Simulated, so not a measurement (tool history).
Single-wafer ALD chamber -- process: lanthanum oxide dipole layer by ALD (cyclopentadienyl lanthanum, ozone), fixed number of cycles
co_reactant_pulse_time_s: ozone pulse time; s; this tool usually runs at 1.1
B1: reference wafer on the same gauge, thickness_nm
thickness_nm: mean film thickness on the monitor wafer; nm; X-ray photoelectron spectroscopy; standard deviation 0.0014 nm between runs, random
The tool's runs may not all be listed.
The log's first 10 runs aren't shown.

Run 11, hour 316.2: usual settings but co_reactant_pulse_time_s 0.8 s; B1 0.4. Result: thickness_nm 0.4 nm.
Run 12, hour 350.2: usual settings but co_reactant_pulse_time_s 0.8 s; B1 0.4. Result: thickness_nm 0.399 nm.
At hour 450.6: thermocouple changed; heater temperature recalibrated.
Run 13, hour 451.1: usual settings but co_reactant_pulse_time_s 0.8 s; B1 0.4. Result: thickness_nm 0.399 nm.
Run 14, hour 473.9: usual settings but co_reactant_pulse_time_s 0.75 s; B1 0.4. Result: thickness_nm 0.369 nm.
Run 15, hour 486: usual settings but co_reactant_pulse_time_s 0.75 s; B1 0.4. Result: thickness_nm 0.371 nm.
At hour 488.5: gauge calibrated.
Run 16, hour 519.8: usual settings but co_reactant_pulse_time_s 1.53 s; B1 0.4. Result: thickness_nm 0.546 nm.
Run 17, hour 540.8: usual settings but co_reactant_pulse_time_s 1.51 s; B1 0.4. Result: thickness_nm 0.543 nm.
Run 18, hour 597.7: usual settings but co_reactant_pulse_time_s 1 s; B1 0.4. Result: thickness_nm 0.475 nm.
At hour 607: showerhead replaced.
Run 19, hour 684.6: usual settings but co_reactant_pulse_time_s 1.32 s; B1 0.4. Result: thickness_nm 0.532 nm.
Run 20, hour 703.2: usual settings but co_reactant_pulse_time_s 0.78 s; B1 0.4. Result: thickness_nm 0.387 nm.
Run 21, hour 720.3: usual settings; B1 0.4. Result: thickness_nm 0.503 nm.
Run 22, hour 754.1: usual settings but co_reactant_pulse_time_s 0.85 s; B1 0.401. Result: thickness_nm 0.422 nm.
Run 23, hour 779.2: usual settings but co_reactant_pulse_time_s 0.97 s; B1 0.4. Result: thickness_nm 0.467 nm.
Run 24, hour 803: usual settings; B1 0.4. Result: thickness_nm 0.497 nm.
At hour 816.5: ozone generator serviced.
Run 25, hour 830.2: usual settings; B1 0.4. Result: thickness_nm 0.499 nm.
Run 26, hour 852.1: usual settings but co_reactant_pulse_time_s 1.54 s; B1 0.4. Result: thickness_nm 0.549 nm.
Run 27, hour 886.7: usual settings but co_reactant_pulse_time_s 0.67 s; B1 0.401. Result: thickness_nm 0.313 nm.
Run 28, hour 918.9: usual settings; B1 0.4. Result: thickness_nm 0.502 nm.
Run 29, hour 947.7: usual settings but co_reactant_pulse_time_s 1.26 s; B1 0.4. Result: thickness_nm 0.525 nm.
Run 30, hour 980.7: usual settings but co_reactant_pulse_time_s 1.4 s; B1 0.4. Result: thickness_nm 0.536 nm.
Run 31, hour 1010.3: usual settings but co_reactant_pulse_time_s 1.45 s; B1 0.4. Result: thickness_nm 0.545 nm.
Run 32, hour 1025.2: usual settings but co_reactant_pulse_time_s 0.94 s; B1 0.4. Result: thickness_nm 0.459 nm.
Run 33, hour 1041.8: usual settings but co_reactant_pulse_time_s 0.76 s; B1 0.4. Result: thickness_nm 0.377 nm.
Run 34, hour 1068.5: usual settings but co_reactant_pulse_time_s 1.43 s; B1 0.4. Result: thickness_nm 0.539 nm.
Run 35, hour 1081.3: usual settings; B1 0.4. Result: thickness_nm 0.499 nm.

Here are 4 independent what-if runs from the current tool condition. What would each one return?
Run A, hour 1081.7: usual settings; B1 ?. Result: thickness_nm ?.
Run B, hour 1081.7: usual settings but co_reactant_pulse_time_s 0.77 s; B1 ?. Result: thickness_nm ?.
Run C, hour 1081.7: usual settings but co_reactant_pulse_time_s 1.47 s; B1 ?. Result: thickness_nm ?.
Run D, hour 1081.7: usual settings but co_reactant_pulse_time_s 1.24 s; B1 ?. Result: thickness_nm ?.

run     B1  thickness_nm
  A  0.399           0.5
  B  0.399         0.382
  C  0.399         0.543
  D  0.399         0.522
Stripped of hidden state, with their random variation kept, the same runs would have yielded:
run  thickness_nm
  A           0.5
  B         0.382
  C         0.543
  D         0.522
